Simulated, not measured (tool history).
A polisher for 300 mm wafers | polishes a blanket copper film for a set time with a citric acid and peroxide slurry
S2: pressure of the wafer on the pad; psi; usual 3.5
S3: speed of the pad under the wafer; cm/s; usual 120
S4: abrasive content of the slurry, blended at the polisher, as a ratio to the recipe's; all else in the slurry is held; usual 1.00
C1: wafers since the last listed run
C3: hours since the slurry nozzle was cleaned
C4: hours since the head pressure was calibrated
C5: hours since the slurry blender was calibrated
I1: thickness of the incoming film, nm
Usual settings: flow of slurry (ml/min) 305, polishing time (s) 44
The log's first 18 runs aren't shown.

{"run": 19, "day": 9.154, "flow of slurry (ml/min)": 265, "S2": 4.2, "S3": 120, "S4": 1.0, "polishing time (s)": 44, "C1": 95, "wafers polished on this pad": 1051, "C3": 26.8, "C4": 127.2, "C5": 48.2, "I1": 1237.5, "film removed (angstrom)": 1419}
{"run": 20, "day": 9.475, "flow of slurry (ml/min)": 305, "S2": 3.5, "S3": 120, "S4": 1.25, "polishing time (s)": 44, "C1": 84, "wafers polished on this pad": 1136, "C3": 34.5, "C4": 134.9, "C5": 55.9, "I1": 1234.1, "film removed (angstrom)": 1237}
{"day": 9.892, "done": "worn pad replaced by a new one"}
{"run": 21, "day": 9.912, "flow of slurry (ml/min)": 205, "S2": 3.5, "S3": 156, "S4": 1.0, "polishing time (s)": 44, "C1": 71, "wafers polished on this pad": 5, "C3": 45.0, "C4": 145.4, "C5": 66.4, "I1": 1238.7, "film removed (angstrom)": 1389}
{"run": 22, "day": 10.079, "flow of slurry (ml/min)": 305, "S2": 3.5, "S3": 120, "S4": 1.0, "polishing time (s)": 44, "C1": 44, "wafers polished on this pad": 49, "C3": 49.0, "C4": 149.4, "C5": 70.4, "I1": 1253.4, "film removed (angstrom)": 1220}
{"run": 23, "day": 10.696, "flow of slurry (ml/min)": 305, "S2": 2.7, "S3": 120, "S4": 1.15, "polishing time (s)": 37, "C1": 162, "wafers polished on this pad": 212, "C3": 63.8, "C4": 164.2, "C5": 85.2, "I1": 1242.7, "film removed (angstrom)": 809}
{"run": 24, "day": 11.046, "flow of slurry (ml/min)": 210, "S2": 3.5, "S3": 120, "S4": 1.0, "polishing time (s)": 35, "C1": 92, "wafers polished on this pad": 304, "C3": 72.2, "C4": 172.6, "C5": 93.6, "I1": 1226.4, "film removed (angstrom)": 915}
{"run": 25, "day": 11.675, "flow of slurry (ml/min)": 305, "S2": 3.5, "S3": 142, "S4": 1.0, "polishing time (s)": 44, "C1": 166, "wafers polished on this pad": 471, "C3": 87.3, "C4": 187.7, "C5": 108.7, "I1": 1242.7, "film removed (angstrom)": 1407}
{"run": 26, "day": 12.204, "flow of slurry (ml/min)": 260, "S2": 3.5, "S3": 120, "S4": 0.8, "polishing time (s)": 44, "C1": 139, "wafers polished on this pad": 610, "C3": 100.0, "C4": 200.4, "C5": 121.4, "I1": 1237.8, "film removed (angstrom)": 1178}
{"run": 27, "day": 12.85, "flow of slurry (ml/min)": 305, "S2": 3.5, "S3": 120, "S4": 1.0, "polishing time (s)": 44, "C1": 170, "wafers polished on this pad": 781, "C3": 115.5, "C4": 215.9, "C5": 136.9, "I1": 1253.9, "film removed (angstrom)": 1223}
{"run": 28, "day": 13.529, "flow of slurry (ml/min)": 305, "S2": 3.5, "S3": 120, "S4": 1.0, "polishing time (s)": 44, "C1": 179, "wafers polished on this pad": 961, "C3": 131.8, "C4": 232.2, "C5": 153.2, "I1": 1232.9, "film removed (angstrom)": 1214}
{"run": 29, "day": 14.175, "flow of slurry (ml/min)": 305, "S2": 3.5, "S3": 120, "S4": 1.0, "polishing time (s)": 44, "C1": 170, "wafers polished on this pad": 1131, "C3": 147.3, "C4": 247.7, "C5": 168.7, "I1": 1235.2, "film removed (angstrom)": 1238}
{"run": 30, "day": 14.688, "flow of slurry (ml/min)": 305, "S2": 3.2, "S3": 154, "S4": 1.25, "polishing time (s)": 44, "C1": 135, "wafers polished on this pad": 1267, "C3": 159.6, "C4": 260.0, "C5": 181.0, "I1": 1259.9, "film removed (angstrom)": 1415}
{"run": 31, "day": 15.438, "flow of slurry (ml/min)": 305, "S2": 3.5, "S3": 120, "S4": 1.0, "polishing time (s)": 52, "C1": 198, "wafers polished on this pad": 1465, "C3": 177.6, "C4": 278.0, "C5": 199.0, "I1": 1270.9, "film removed (angstrom)": 1473}

3 ways to go on from here, each from the tool as it stands after run 31. What would each give?
{"run": "A", "day": 15.454, "flow of slurry (ml/min)": 305, "S2": 2.4, "S3": 120, "S4": 1.0, "polishing time (s)": 44, "C1": 4, "wafers polished on this pad": 1469, "C3": 178.0, "C4": 278.4, "C5": 199.4, "I1": 1245.2, "film removed (angstrom)": "?"}
{"run": "B", "day": 15.454, "flow of slurry (ml/min)": 305, "S2": 3.5, "S3": 120, "S4": 1.0, "polishing time (s)": 58, "C1": 4, "wafers polished on this pad": 1469, "C3": 178.0, "C4": 278.4, "C5": 199.4, "I1": 1245.2, "film removed (angstrom)": "?"}
{"run": "C", "day": 15.454, "flow of slurry (ml/min)": 350, "S2": 4.4, "S3": 120, "S4": 1.1, "polishing time (s)": 34, "C1": 4, "wafers polished on this pad": 1469, "C3": 178.0, "C4": 278.4, "C5": 199.4, "I1": 1245.2, "film removed (angstrom)": "?"}

run=A film_removed_(angstrom)=862
run=B film_removed_(angstrom)=1645
run=C film_removed_(angstrom)=1246
Without the tool's hidden state the same runs would have given:
run=A film_removed_(angstrom)=792
run=B film_removed_(angstrom)=1511
run=C film_removed_(angstrom)=1145

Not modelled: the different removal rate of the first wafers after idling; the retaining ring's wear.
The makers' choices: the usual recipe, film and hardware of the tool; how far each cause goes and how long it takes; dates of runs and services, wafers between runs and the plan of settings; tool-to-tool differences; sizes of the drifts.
